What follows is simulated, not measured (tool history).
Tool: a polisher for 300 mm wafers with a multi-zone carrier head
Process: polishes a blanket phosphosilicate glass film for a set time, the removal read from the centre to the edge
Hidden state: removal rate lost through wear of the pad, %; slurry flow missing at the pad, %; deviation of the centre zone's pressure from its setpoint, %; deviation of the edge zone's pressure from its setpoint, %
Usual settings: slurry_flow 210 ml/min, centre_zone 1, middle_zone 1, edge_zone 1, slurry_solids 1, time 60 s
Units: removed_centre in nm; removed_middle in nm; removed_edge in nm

run	hour	slurry_flow	centre_zone	middle_zone	edge_zone	slurry_solids	time	wafers since the last listed run	wafers polished on this pad	hours since the slurry nozzle was cleaned	hours since the centre zone pressure was calibrated	hours since the edge zone pressure was calibrated	hours since the carrier head's membrane was replaced	incoming thickness of the incoming film, nm	removed_centre	removed_middle	removed_edge
1	0	210	1	1	1	1	60	0	4042	423.6	596.2	115.8	1167.4	1975.7	497.2	456.8	458.7
# hour 85.1: slurry nozzle cleaned
# hour 186.8: worn pad replaced by a new one
2	230.5	210	1	1	1	1	60	3112	602	145.4	826.7	346.3	1397.9	1950.6	498.3	464	454.9
3	308.9	210	1	1	1	1	60	1082	1684	223.8	905.1	424.7	1476.3	1962.7	486	458.7	466.6
4	409.6	210	1	1	1.06	1	76	1389	3074	324.5	1005.8	525.4	1577	1959.6	633.5	577.6	596.7
5	493.7	210	1	1	1.06	1	76	1160	4235	408.6	1089.9	609.5	1661.1	1940.5	630.6	586.5	602.9
# hour 512.8: centre zone pressure recalibrated
6	539.4	145	0.89	1	1	1.25	60	603	4838	454.3	26.6	655.2	1706.8	1928.8	415.3	460.1	470.3
7	609.7	210	1.11	1	1.05	1	60	970	5808	524.6	96.9	725.5	1777.1	1940.4	520.8	468.5	473.4
# hour 667.9: slurry nozzle cleaned
8	685.5	210	1	1	1.04	0.9	60	1032	6841	17.6	172.7	801.3	1852.9	1931.6	455.1	442.7	461.3
# hour 705.3: worn pad replaced by a new one
# hour 725.6: carrier head's membrane replaced by a new one
9	770	250	1	1	1.05	1	52	1041	824	102.1	257.2	885.8	44.4	1935.7	422.5	406.4	428
10	852.2	210	1	1	1	1	60	1134	1958	184.3	339.4	968	126.6	1960.8	473.6	453.8	471.3
11	930.6	210	1	1	1	1	60	1082	3040	262.7	417.8	1046.4	205	1952.3	471.1	469.2	456.7
12	972.2	145	1	1	1.1	1	60	574	3614	304.3	459.4	1088	246.6	1965.2	446.5	431.2	459
13	1056.5	210	1	1.04	1	1	60	1163	4778	388.6	543.7	1172.3	330.9	1974.3	477.2	465.4	462.5

Forecast run 14:
# hour 1132.8: slurry nozzle cleaned
14	1139.3	210	1.11	1	1.1	0.8	60	1128	5907	6.5	626.5	1255.1	413.7	1971.1	?	?	?

{"run 14": {"removed_centre": 502.7, "removed_middle": 434.8, "removed_edge": 466.7}}
Without the tool's hidden state the same run would have given removed_centre 497.6 nm, removed_middle 434.9 nm, removed_edge 466.7 nm.
